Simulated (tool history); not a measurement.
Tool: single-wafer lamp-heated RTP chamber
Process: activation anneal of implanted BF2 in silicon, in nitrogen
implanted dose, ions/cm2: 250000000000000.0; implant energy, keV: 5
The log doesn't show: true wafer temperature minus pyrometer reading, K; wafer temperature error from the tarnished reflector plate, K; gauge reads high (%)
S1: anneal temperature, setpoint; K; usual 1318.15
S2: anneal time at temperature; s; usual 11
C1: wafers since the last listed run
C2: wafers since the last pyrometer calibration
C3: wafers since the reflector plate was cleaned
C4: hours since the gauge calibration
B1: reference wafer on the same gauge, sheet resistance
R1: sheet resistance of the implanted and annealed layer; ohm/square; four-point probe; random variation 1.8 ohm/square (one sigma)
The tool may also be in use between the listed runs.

{"run": 1, "day": 0.0, "S1": 1318.15, "S2": 11, "C1": 0, "C2": 2616, "C3": 9657, "C4": 277.0, "B1": 623.79, "R1": 585.71}
{"run": 2, "day": 0.775, "S1": 1318.15, "S2": 11, "C1": 452, "C2": 3069, "C3": 10109, "C4": 295.6, "B1": 623.83, "R1": 587.47}
{"day": 1.35, "done": "pyrometer window cleaned and pyrometer calibrated"}
{"run": 3, "day": 1.671, "S1": 1318.15, "S2": 11, "C1": 328, "C2": 187, "C3": 10438, "C4": 317.1, "B1": 624.13, "R1": 586.77}
{"run": 4, "day": 3.004, "S1": 1318.15, "S2": 11, "C1": 778, "C2": 965, "C3": 11216, "C4": 349.1, "B1": 624.19, "R1": 585.49}
{"run": 5, "day": 3.883, "S1": 1318.15, "S2": 11, "C1": 513, "C2": 1479, "C3": 11730, "C4": 370.2, "B1": 624.02, "R1": 582.94}
{"run": 6, "day": 4.742, "S1": 1318.15, "S2": 11, "C1": 501, "C2": 1980, "C3": 12231, "C4": 390.8, "B1": 624.09, "R1": 588.43}
{"day": 5.804, "done": "reflector plate cleaned"}
{"run": 7, "day": 5.917, "S1": 1318.15, "S2": 11, "C1": 491, "C2": 2471, "C3": 66, "C4": 419.0, "B1": 624.09, "R1": 596.35}
{"day": 7.183, "done": "pyrometer window cleaned and pyrometer calibrated"}
{"run": 8, "day": 7.35, "S1": 1318.15, "S2": 11, "C1": 642, "C2": 98, "C3": 708, "C4": 453.4, "B1": 624.03, "R1": 594.66}
{"run": 9, "day": 8.112, "S1": 1303.15, "S2": 14, "C1": 445, "C2": 543, "C3": 1153, "C4": 471.7, "B1": 623.92, "R1": 612.59}
{"run": 10, "day": 8.729, "S1": 1318.15, "S2": 11, "C1": 360, "C2": 903, "C3": 1514, "C4": 486.5, "B1": 623.48, "R1": 590.85}
{"run": 11, "day": 9.504, "S1": 1330.15, "S2": 11, "C1": 452, "C2": 1356, "C3": 1966, "C4": 505.1, "B1": 624.01, "R1": 576.39}
{"day": 10.088, "done": "gauge calibrated"}
{"run": 12, "day": 10.208, "S1": 1334.15, "S2": 13, "C1": 411, "C2": 1767, "C3": 2377, "C4": 2.9, "B1": 624.29, "R1": 565.15}
{"run": 13, "day": 11.142, "S1": 1318.15, "S2": 9, "C1": 544, "C2": 2312, "C3": 2922, "C4": 25.3, "B1": 623.8, "R1": 602.31}
{"run": 14, "day": 12.179, "S1": 1301.15, "S2": 11, "C1": 605, "C2": 2918, "C3": 3528, "C4": 50.2, "B1": 623.9, "R1": 620.52}
{"run": 15, "day": 13.154, "S1": 1334.15, "S2": 13, "C1": 569, "C2": 3487, "C3": 4097, "C4": 73.6, "B1": 624.52, "R1": 562.65}
{"day": 14.383, "done": "pyrometer window cleaned and pyrometer calibrated"}
{"run": 16, "day": 14.404, "S1": 1332.15, "S2": 17, "C1": 535, "C2": 11, "C3": 4632, "C4": 103.6, "B1": 624.15, "R1": 554.29}
{"run": 17, "day": 15.275, "S1": 1334.15, "S2": 14, "C1": 508, "C2": 519, "C3": 5141, "C4": 124.5, "B1": 623.88, "R1": 562.73}
{"run": 18, "day": 16.467, "S1": 1330.15, "S2": 11, "C1": 695, "C2": 1215, "C3": 5837, "C4": 153.1, "B1": 624.34, "R1": 573.31}
{"run": 19, "day": 17.85, "S1": 1347.15, "S2": 14, "C1": 807, "C2": 2023, "C3": 6645, "C4": 186.3, "B1": 624.13, "R1": 551.02}

3 ways to go on from here, each from the tool as it stands after run 19. What would each give?
{"run": "A", "day": 17.867, "S1": 1344.15, "S2": 11, "C1": 9, "C2": 2032, "C3": 6654, "C4": 186.7, "B1": "?", "R1": "?"}
{"run": "B", "day": 17.867, "S1": 1342.15, "S2": 17, "C1": 9, "C2": 2032, "C3": 6654, "C4": 186.7, "B1": "?", "R1": "?"}
{"run": "C", "day": 17.867, "S1": 1343.15, "S2": 15, "C1": 9, "C2": 2032, "C3": 6654, "C4": 186.7, "B1": "?", "R1": "?"}

run=A B1=623.85 R1=557.49
run=B B1=623.85 R1=544.25
run=C B1=623.85 R1=547.80
Without the tool's hidden state the same runs would have given:
run=A R1=564.16
run=B R1=550.10
run=C R1=553.76
